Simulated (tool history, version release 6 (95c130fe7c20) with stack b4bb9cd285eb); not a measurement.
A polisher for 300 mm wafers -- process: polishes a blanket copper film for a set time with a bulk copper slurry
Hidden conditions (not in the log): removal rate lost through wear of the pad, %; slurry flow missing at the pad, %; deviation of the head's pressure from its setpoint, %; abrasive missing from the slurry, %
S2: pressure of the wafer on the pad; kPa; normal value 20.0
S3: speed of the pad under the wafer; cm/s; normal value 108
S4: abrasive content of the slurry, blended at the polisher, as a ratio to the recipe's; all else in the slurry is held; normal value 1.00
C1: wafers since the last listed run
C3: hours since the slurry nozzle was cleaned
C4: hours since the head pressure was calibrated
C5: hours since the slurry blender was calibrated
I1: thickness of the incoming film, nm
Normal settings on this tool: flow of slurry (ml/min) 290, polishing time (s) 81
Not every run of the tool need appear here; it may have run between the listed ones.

run 1 hour=0.0 | flow_of_slurry_(ml/min)=365 S2=20.0 S3=108 S4=1.20 polishing_time_(s)=81 | C1=0 wafers_polished_on_this_pad=2927 C3=561.7 C4=556.2 C5=76.1 | I1=2477.2 | film_removed_(Å)=8556
-- hour=33.3 slurry nozzle cleaned
run 2 hour=65.3 | flow_of_slurry_(ml/min)=365 S2=20.0 S3=108 S4=1.20 polishing_time_(s)=81 | C1=737 wafers_polished_on_this_pad=3664 C3=32.0 C4=621.5 C5=141.4 | I1=2443.3 | film_removed_(Å)=8433
run 3 hour=90.2 | flow_of_slurry_(ml/min)=365 S2=20.0 S3=108 S4=1.20 polishing_time_(s)=81 | C1=285 wafers_polished_on_this_pad=3950 C3=56.9 C4=646.4 C5=166.3 | I1=2417.3 | film_removed_(Å)=8438
-- hour=179.6 worn pad replaced by a new one
run 4 hour=215.9 | flow_of_slurry_(ml/min)=290 S2=20.0 S3=108 S4=1.15 polishing_time_(s)=81 | C1=1395 wafers_polished_on_this_pad=415 C3=182.6 C4=772.1 C5=292.0 | I1=2485.6 | film_removed_(Å)=8220
run 5 hour=249.7 | flow_of_slurry_(ml/min)=290 S2=20.0 S3=108 S4=1.00 polishing_time_(s)=81 | C1=387 wafers_polished_on_this_pad=803 C3=216.4 C4=805.9 C5=325.8 | I1=2398.1 | film_removed_(Å)=7832
run 6 hour=303.0 | flow_of_slurry_(ml/min)=290 S2=20.0 S3=108 S4=1.00 polishing_time_(s)=81 | C1=611 wafers_polished_on_this_pad=1414 C3=269.7 C4=859.2 C5=379.1 | I1=2430.0 | film_removed_(Å)=7837
run 7 hour=341.3 | flow_of_slurry_(ml/min)=230 S2=20.0 S3=108 S4=1.00 polishing_time_(s)=81 | C1=439 wafers_polished_on_this_pad=1853 C3=308.0 C4=897.5 C5=417.4 | I1=2426.4 | film_removed_(Å)=7645
-- hour=358.1 slurry blender recalibrated
run 8 hour=384.2 | flow_of_slurry_(ml/min)=230 S2=20.0 S3=108 S4=1.00 polishing_time_(s)=81 | C1=469 wafers_polished_on_this_pad=2322 C3=350.9 C4=940.4 C5=26.1 | I1=2434.5 | film_removed_(Å)=8036
run 9 hour=435.0 | flow_of_slurry_(ml/min)=240 S2=20.0 S3=108 S4=1.00 polishing_time_(s)=91 | C1=582 wafers_polished_on_this_pad=2905 C3=401.7 C4=991.2 C5=76.9 | I1=2469.5 | film_removed_(Å)=9024
run 10 hour=493.4 | flow_of_slurry_(ml/min)=240 S2=20.0 S3=108 S4=1.00 polishing_time_(s)=91 | C1=669 wafers_polished_on_this_pad=3575 C3=460.1 C4=1049.6 C5=135.3 | I1=2430.1 | film_removed_(Å)=8947
run 11 hour=563.3 | flow_of_slurry_(ml/min)=290 S2=20.0 S3=108 S4=1.00 polishing_time_(s)=81 | C1=801 wafers_polished_on_this_pad=4376 C3=530.0 C4=1119.5 C5=205.2 | I1=2397.2 | film_removed_(Å)=7933
-- hour=597.8 worn pad replaced by a new one
-- hour=627.8 slurry nozzle cleaned
run 12 hour=628.9 | flow_of_slurry_(ml/min)=390 S2=20.0 S3=142 S4=0.75 polishing_time_(s)=101 | C1=694 wafers_polished_on_this_pad=345 C3=1.1 C4=1185.1 C5=270.8 | I1=2443.4 | film_removed_(Å)=12701
run 13 hour=698.5 | flow_of_slurry_(ml/min)=290 S2=20.0 S3=108 S4=0.80 polishing_time_(s)=81 | C1=798 wafers_polished_on_this_pad=1143 C3=70.7 C4=1254.7 C5=340.4 | I1=2445.6 | film_removed_(Å)=7454
run 14 hour=757.2 | flow_of_slurry_(ml/min)=370 S2=20.0 S3=108 S4=0.85 polishing_time_(s)=81 | C1=673 wafers_polished_on_this_pad=1816 C3=129.4 C4=1313.4 C5=399.1 | I1=2471.8 | film_removed_(Å)=7761
run 15 hour=788.7 | flow_of_slurry_(ml/min)=290 S2=24.8 S3=108 S4=1.00 polishing_time_(s)=81 | C1=361 wafers_polished_on_this_pad=2177 C3=160.9 C4=1344.9 C5=430.6 | I1=2457.3 | film_removed_(Å)=9601
-- hour=831.1 slurry blender recalibrated
-- hour=834.7 head pressure recalibrated
run 16 hour=855.2 | flow_of_slurry_(ml/min)=260 S2=20.0 S3=98 S4=1.00 polishing_time_(s)=81 | C1=716 wafers_polished_on_this_pad=2894 C3=227.4 C4=20.5 C5=24.1 | I1=2416.6 | film_removed_(Å)=7362
run 17 hour=913.9 | flow_of_slurry_(ml/min)=290 S2=22.1 S3=108 S4=1.10 polishing_time_(s)=73 | C1=673 wafers_polished_on_this_pad=3567 C3=286.1 C4=79.2 C5=82.8 | I1=2427.7 | film_removed_(Å)=8061
-- hour=1004.8 worn pad replaced by a new one, of another model than before
run 18 hour=1010.0 | flow_of_slurry_(ml/min)=390 S2=20.0 S3=142 S4=0.75 polishing_time_(s)=101 | C1=1056 wafers_polished_on_this_pad=59 C3=382.2 C4=175.3 C5=178.9 | I1=2453.4 | film_removed_(Å)=11205
run 19 hour=1057.2 | flow_of_slurry_(ml/min)=220 S2=20.0 S3=84 S4=1.00 polishing_time_(s)=62 | C1=541 wafers_polished_on_this_pad=600 C3=429.4 C4=222.5 C5=226.1 | I1=2438.1 | film_removed_(Å)=5423
run 20 hour=1126.0 | flow_of_slurry_(ml/min)=290 S2=20.0 S3=108 S4=1.00 polishing_time_(s)=81 | C1=789 wafers_polished_on_this_pad=1389 C3=498.2 C4=291.3 C5=294.9 | I1=2467.5 | film_removed_(Å)=7968
-- hour=1150.9 slurry nozzle cleaned
run 21 hour=1153.2 | flow_of_slurry_(ml/min)=375 S2=22.1 S3=108 S4=1.00 polishing_time_(s)=81 | C1=300 wafers_polished_on_this_pad=1690 C3=2.3 C4=318.5 C5=322.1 | I1=2444.0 | film_removed_(Å)=8611
run 22 hour=1188.4 | flow_of_slurry_(ml/min)=365 S2=17.9 S3=108 S4=1.15 polishing_time_(s)=81 | C1=403 wafers_polished_on_this_pad=2093 C3=37.5 C4=353.7 C5=357.3 | I1=2453.6 | film_removed_(Å)=7646
-- hour=1213.8 slurry blender recalibrated
run 23 hour=1247.5 | flow_of_slurry_(ml/min)=290 S2=22.1 S3=108 S4=1.15 polishing_time_(s)=81 | C1=654 wafers_polished_on_this_pad=2748 C3=96.6 C4=412.8 C5=33.7 | I1=2439.4 | film_removed_(Å)=9089
run 24 hour=1304.8 | flow_of_slurry_(ml/min)=290 S2=20.0 S3=78 S4=1.00 polishing_time_(s)=81 | C1=657 wafers_polished_on_this_pad=3405 C3=153.9 C4=470.1 C5=91.0 | I1=2433.9 | film_removed_(Å)=6993
run 25 hour=1350.6 | flow_of_slurry_(ml/min)=365 S2=20.0 S3=108 S4=1.20 polishing_time_(s)=81 | C1=525 wafers_polished_on_this_pad=3931 C3=199.7 C4=515.9 C5=136.8 | I1=2436.1 | film_removed_(Å)=8521
run 26 hour=1419.2 | flow_of_slurry_(ml/min)=290 S2=20.0 S3=108 S4=1.00 polishing_time_(s)=81 | C1=786 wafers_polished_on_this_pad=4717 C3=268.3 C4=584.5 C5=205.4 | I1=2479.1 | film_removed_(Å)=8046
-- hour=1463.6 worn pad replaced by a new one
run 27 hour=1464.1 | flow_of_slurry_(ml/min)=380 S2=20.0 S3=108 S4=1.00 polishing_time_(s)=81 | C1=469 wafers_polished_on_this_pad=6 C3=313.2 C4=629.4 C5=250.3 | I1=2456.8 | film_removed_(Å)=8214
run 28 hour=1505.5 | flow_of_slurry_(ml/min)=290 S2=24.1 S3=108 S4=0.80 polishing_time_(s)=81 | C1=474 wafers_polished_on_this_pad=480 C3=354.6 C4=670.8 C5=291.7 | I1=2468.0 | film_removed_(Å)=8543
run 29 hour=1533.7 | flow_of_slurry_(ml/min)=325 S2=20.0 S3=108 S4=1.00 polishing_time_(s)=81 | C1=323 wafers_polished_on_this_pad=804 C3=382.8 C4=699.0 C5=319.9 | I1=2491.9 | film_removed_(Å)=7970
run 30 hour=1581.8 | flow_of_slurry_(ml/min)=220 S2=13.1 S3=108 S4=1.00 polishing_time_(s)=81 | C1=551 wafers_polished_on_this_pad=1355 C3=430.9 C4=747.1 C5=368.0 | I1=2428.6 | film_removed_(Å)=6175
-- hour=1584.2 slurry blender recalibrated
run 31 hour=1626.2 | flow_of_slurry_(ml/min)=290 S2=20.0 S3=108 S4=1.00 polishing_time_(s)=69 | C1=486 wafers_polished_on_this_pad=1842 C3=475.3 C4=791.5 C5=42.0 | I1=2473.5 | film_removed_(Å)=6979

What if the next run were any one of these 3? Each begins from the tool's condition after run 31:
run A hour=1626.6 | flow_of_slurry_(ml/min)=290 S2=20.0 S3=108 S4=1.00 polishing_time_(s)=81 | C1=4 wafers_polished_on_this_pad=1846 C3=475.7 C4=791.9 C5=42.4 | I1=2432.5 | film_removed_(Å)=?
run B hour=1626.6 | flow_of_slurry_(ml/min)=245 S2=20.0 S3=108 S4=1.00 polishing_time_(s)=81 | C1=4 wafers_polished_on_this_pad=1846 C3=475.7 C4=791.9 C5=42.4 | I1=2432.5 | film_removed_(Å)=?
run C hour=1626.6 | flow_of_slurry_(ml/min)=230 S2=20.0 S3=98 S4=1.30 polishing_time_(s)=65 | C1=4 wafers_polished_on_this_pad=1846 C3=475.7 C4=791.9 C5=42.4 | I1=2432.5 | film_removed_(Å)=?

run=A film_removed_(Å)=8253
run=B film_removed_(Å)=8185
run=C film_removed_(Å)=6575
Without the tool's hidden state the same runs would have given:
run=A film_removed_(Å)=8329
run=B film_removed_(Å)=8260
run=C film_removed_(Å)=6638

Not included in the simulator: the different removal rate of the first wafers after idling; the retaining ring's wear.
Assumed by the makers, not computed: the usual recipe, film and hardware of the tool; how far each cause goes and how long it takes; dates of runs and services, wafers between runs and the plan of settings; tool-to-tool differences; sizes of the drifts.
